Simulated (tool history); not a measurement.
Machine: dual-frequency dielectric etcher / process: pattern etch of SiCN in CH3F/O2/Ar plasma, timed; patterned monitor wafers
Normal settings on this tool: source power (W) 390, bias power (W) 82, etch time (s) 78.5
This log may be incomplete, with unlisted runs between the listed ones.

run	hour	source power (W)	bias power (W)	etch time (s)	read-back reference wafer on the same gauge, depth_nm	mean etch depth across the wafer (nm)
1	0	390	82	78.5	34.21	30.61
2	70	390	82	78.5	34.2	31.06
3	317.7	390	82	78.5	34.19	30.79
4	379.1	390	82	78.5	34.17	30.88
5	419	390	82	78.5	34.2	30.78
6	483.1	390	82	78.5	34.21	30.8
7	544.3	390	82	78.5	34.22	30.69
8	617.6	390	82	87	34.21	34.59
9	643.6	390	82	87	34.2	33.9
10	698	310	93	78.5	34.2	30.08
11	738.7	310	93	78.5	34.2	29.98
12	791.2	390	70	78.5	34.2	28.72
13	879.6	420	82	89	34.22	35.32
14	927.1	310	93	78.5	34.19	29.86
15	1014.3	310	82	78.5	34.19	28.35
16	1056.8	390	82	78.5	34.19	30.21
17	1161.7	390	68	94.5	34.18	33.75
18	1257.4	390	82	88	34.19	34.64
19	1336.7	460	64	95	34.2	35.71
20	1393.4	390	82	78.5	34.19	30.68
21	1438.5	470	82	78.5	34.19	32.48
22	1494.6	390	65	96.5	34.23	34.53

Not shown here: 7 entries made in the log between runs. Locate each between two listed runs and compare the hidden state at the listed run before it with the hidden state at the listed run after it:
In the gap between runs 1 and 2: wet clean of the chamber (hour 11.3)
  etch rate over this chamber's usual, %: -1.45 -> -0.0995; source power that arrives over what is set, %: 4.53 -> 4.66
  measured less the result without the state, mean etch depth across the wafer (nm): -0.03 -> +0.39
In the gap between runs 5 and 6: gauge calibrated (hour 457.1)
  etch rate over this chamber's usual, %: -1.38 -> -1.61; source power that arrives over what is set, %: 5.27 -> 5.38
  measured less the result without the state, mean etch depth across the wafer (nm): +0.05 -> -0.01
In the gap between runs 7 and 8: bias power generator calibrated (hour 609.7); wet clean of the chamber (hour 617.1)
  etch rate over this chamber's usual, %: -1.84 -> 0.0321; source power that arrives over what is set, %: 5.49 -> 5.62
  measured less the result without the state, mean etch depth across the wafer (nm): -0.08 -> +0.57
In the gap between runs 8 and 9: source power generator calibrated (hour 640.5)
  etch rate over this chamber's usual, %: 0.0321 -> -0.0631; source power that arrives over what is set, %: 5.62 -> -0.858
  measured less the result without the state, mean etch depth across the wafer (nm): +0.57 -> -0.11
In the gap between runs 12 and 13: upper electrode replaced (hour 854.2)
  etch rate over this chamber's usual, %: -0.603 -> -0.927; source power that arrives over what is set, %: -0.598 -> -0.443
  measured less the result without the state, mean etch depth across the wafer (nm): -0.22 -> -0.37
In the gap between runs 17 and 18: wet clean of the chamber (hour 1256.9)
  etch rate over this chamber's usual, %: -1.96 -> 0.356; source power that arrives over what is set, %: 0.0535 -> 0.222
  measured less the result without the state, mean etch depth across the wafer (nm): -0.67 -> +0.15

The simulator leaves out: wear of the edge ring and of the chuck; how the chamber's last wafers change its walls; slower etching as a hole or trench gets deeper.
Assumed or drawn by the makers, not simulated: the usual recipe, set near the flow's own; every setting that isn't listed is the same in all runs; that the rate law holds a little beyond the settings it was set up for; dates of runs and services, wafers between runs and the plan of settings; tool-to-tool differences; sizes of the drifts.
